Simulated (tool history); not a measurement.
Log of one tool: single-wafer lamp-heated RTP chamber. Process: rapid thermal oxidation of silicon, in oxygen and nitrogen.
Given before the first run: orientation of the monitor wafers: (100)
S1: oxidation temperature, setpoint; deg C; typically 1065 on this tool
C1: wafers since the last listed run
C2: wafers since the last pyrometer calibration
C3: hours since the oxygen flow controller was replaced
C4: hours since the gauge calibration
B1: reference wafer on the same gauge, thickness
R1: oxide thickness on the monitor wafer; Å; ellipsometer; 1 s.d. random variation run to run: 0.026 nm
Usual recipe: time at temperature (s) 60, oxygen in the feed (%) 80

{"run": 1, "hour": 0.0, "S1": 1065, "time at temperature (s)": 60, "oxygen in the feed (%)": 80, "C1": 0, "C2": 3392, "C3": 2840.4, "C4": 804.1, "B1": 7.63, "R1": 93.61}
{"run": 2, "hour": 42.3, "S1": 1065, "time at temperature (s)": 77, "oxygen in the feed (%)": 80, "C1": 570, "C2": 3963, "C3": 2882.7, "C4": 846.4, "B1": 7.629, "R1": 105.15}
{"run": 3, "hour": 144.7, "S1": 1065, "time at temperature (s)": 77, "oxygen in the feed (%)": 80, "C1": 1381, "C2": 5344, "C3": 2985.1, "C4": 948.8, "B1": 7.63, "R1": 105.53}
{"hour": 166.6, "done": "pyrometer window cleaned and pyrometer calibrated"}
{"run": 4, "hour": 230.3, "S1": 1065, "time at temperature (s)": 77, "oxygen in the feed (%)": 80, "C1": 1046, "C2": 858, "C3": 3070.7, "C4": 1034.4, "B1": 7.63, "R1": 103.97}
{"run": 5, "hour": 311.5, "S1": 1049, "time at temperature (s)": 60, "oxygen in the feed (%)": 80, "C1": 1095, "C2": 1953, "C3": 3151.9, "C4": 1115.6, "B1": 7.628, "R1": 84.33}
{"run": 6, "hour": 388.9, "S1": 1065, "time at temperature (s)": 60, "oxygen in the feed (%)": 80, "C1": 1043, "C2": 2997, "C3": 3229.3, "C4": 1193, "B1": 7.624, "R1": 93.99}
{"run": 7, "hour": 452.0, "S1": 1065, "time at temperature (s)": 60, "oxygen in the feed (%)": 80, "C1": 851, "C2": 3848, "C3": 3292.4, "C4": 1256.1, "B1": 7.631, "R1": 94.07}
{"run": 8, "hour": 506.7, "S1": 1065, "time at temperature (s)": 60, "oxygen in the feed (%)": 80, "C1": 737, "C2": 4586, "C3": 3347.1, "C4": 1310.8, "B1": 7.632, "R1": 93.95}
{"hour": 570.1, "done": "pyrometer window cleaned and pyrometer calibrated"}
{"run": 9, "hour": 613.4, "S1": 1065, "time at temperature (s)": 49, "oxygen in the feed (%)": 80, "C1": 1331, "C2": 583, "C3": 3453.8, "C4": 1417.5, "B1": 7.631, "R1": 85.33}
{"run": 10, "hour": 671.3, "S1": 1065, "time at temperature (s)": 49, "oxygen in the feed (%)": 80, "C1": 780, "C2": 1364, "C3": 3511.7, "C4": 1475.4, "B1": 7.633, "R1": 84.8}
{"hour": 761.7, "done": "oxygen flow controller replaced"}
{"run": 11, "hour": 776.7, "S1": 1065, "time at temperature (s)": 49, "oxygen in the feed (%)": 80, "C1": 1313, "C2": 2678, "C3": 15, "C4": 1580.8, "B1": 7.635, "R1": 84.84}
{"run": 12, "hour": 856.9, "S1": 1065, "time at temperature (s)": 60, "oxygen in the feed (%)": 80, "C1": 1081, "C2": 3760, "C3": 95.2, "C4": 1661, "B1": 7.629, "R1": 93.47}
{"run": 13, "hour": 949.7, "S1": 1089, "time at temperature (s)": 33, "oxygen in the feed (%)": 64, "C1": 1251, "C2": 5011, "C3": 188, "C4": 1753.8, "B1": 7.628, "R1": 77.91}
{"hour": 974.1, "done": "pyrometer window cleaned and pyrometer calibrated"}
{"run": 14, "hour": 1035.2, "S1": 1057, "time at temperature (s)": 60, "oxygen in the feed (%)": 53, "C1": 1045, "C2": 824, "C3": 273.5, "C4": 1839.3, "B1": 7.633, "R1": 76.1}
{"run": 15, "hour": 1123.0, "S1": 1065, "time at temperature (s)": 33, "oxygen in the feed (%)": 80, "C1": 1184, "C2": 2008, "C3": 361.3, "C4": 1927.1, "B1": 7.629, "R1": 71.66}
{"run": 16, "hour": 1214.2, "S1": 1065, "time at temperature (s)": 90, "oxygen in the feed (%)": 80, "C1": 1230, "C2": 3238, "C3": 452.5, "C4": 2018.3, "B1": 7.63, "R1": 112.16}
{"run": 17, "hour": 1297.1, "S1": 1086, "time at temperature (s)": 60, "oxygen in the feed (%)": 80, "C1": 1118, "C2": 4356, "C3": 535.4, "C4": 2101.2, "B1": 7.633, "R1": 108.38}
{"hour": 1367.5, "done": "pyrometer window cleaned and pyrometer calibrated"}
{"run": 18, "hour": 1394.8, "S1": 1065, "time at temperature (s)": 60, "oxygen in the feed (%)": 80, "C1": 1209, "C2": 367, "C3": 633.1, "C4": 2198.9, "B1": 7.633, "R1": 92.72}
{"hour": 1413.4, "done": "gauge calibrated"}
{"run": 19, "hour": 1473.9, "S1": 1036, "time at temperature (s)": 41, "oxygen in the feed (%)": 62, "C1": 1066, "C2": 1434, "C3": 712.2, "C4": 60.5, "B1": 7.633, "R1": 59.22}
{"run": 20, "hour": 1553.8, "S1": 1065, "time at temperature (s)": 35, "oxygen in the feed (%)": 80, "C1": 1077, "C2": 2512, "C3": 792.1, "C4": 140.4, "B1": 7.633, "R1": 73.77}
{"run": 21, "hour": 1621.1, "S1": 1091, "time at temperature (s)": 60, "oxygen in the feed (%)": 72, "C1": 907, "C2": 3419, "C3": 859.4, "C4": 207.7, "B1": 7.628, "R1": 106.88}
{"hour": 1686.0, "done": "pyrometer window cleaned and pyrometer calibrated"}
{"run": 22, "hour": 1686.5, "S1": 1065, "time at temperature (s)": 60, "oxygen in the feed (%)": 69, "C1": 774, "C2": 6, "C3": 924.8, "C4": 273.1, "B1": 7.632, "R1": 88.08}
{"run": 23, "hour": 1736.1, "S1": 1065, "time at temperature (s)": 75, "oxygen in the feed (%)": 62, "C1": 668, "C2": 675, "C3": 974.4, "C4": 322.7, "B1": 7.63, "R1": 94.41}
{"run": 24, "hour": 1817.9, "S1": 1065, "time at temperature (s)": 60, "oxygen in the feed (%)": 80, "C1": 1103, "C2": 1778, "C3": 1056.2, "C4": 404.5, "B1": 7.631, "R1": 93.27}
{"run": 25, "hour": 1873.0, "S1": 1065, "time at temperature (s)": 77, "oxygen in the feed (%)": 63, "C1": 743, "C2": 2521, "C3": 1111.3, "C4": 459.6, "B1": 7.631, "R1": 96.34}

4 ways to go on from here, each from the tool as it stands after run 25. What would each give?
{"run": "A", "hour": 1873.4, "S1": 1065, "time at temperature (s)": 60, "oxygen in the feed (%)": 80, "C1": 5, "C2": 2526, "C3": 1111.7, "C4": 460, "B1": "?", "R1": "?"}
{"run": "B", "hour": 1873.4, "S1": 1077, "time at temperature (s)": 82, "oxygen in the feed (%)": 98, "C1": 5, "C2": 2526, "C3": 1111.7, "C4": 460, "B1": "?", "R1": "?"}
{"run": "C", "hour": 1873.4, "S1": 1065, "time at temperature (s)": 35, "oxygen in the feed (%)": 94, "C1": 5, "C2": 2526, "C3": 1111.7, "C4": 460, "B1": "?", "R1": "?"}
{"run": "D", "hour": 1873.4, "S1": 1065, "time at temperature (s)": 79, "oxygen in the feed (%)": 80, "C1": 5, "C2": 2526, "C3": 1111.7, "C4": 460, "B1": "?", "R1": "?"}

run=A B1=7.631 R1=93.49
run=B B1=7.631 R1=125.41
run=C B1=7.631 R1=78.15
run=D B1=7.631 R1=105.8
With no hidden state in the tool, these same runs would have given:
run=A R1=93.06
run=B R1=124.83
run=C R1=77.78
run=D R1=105.3

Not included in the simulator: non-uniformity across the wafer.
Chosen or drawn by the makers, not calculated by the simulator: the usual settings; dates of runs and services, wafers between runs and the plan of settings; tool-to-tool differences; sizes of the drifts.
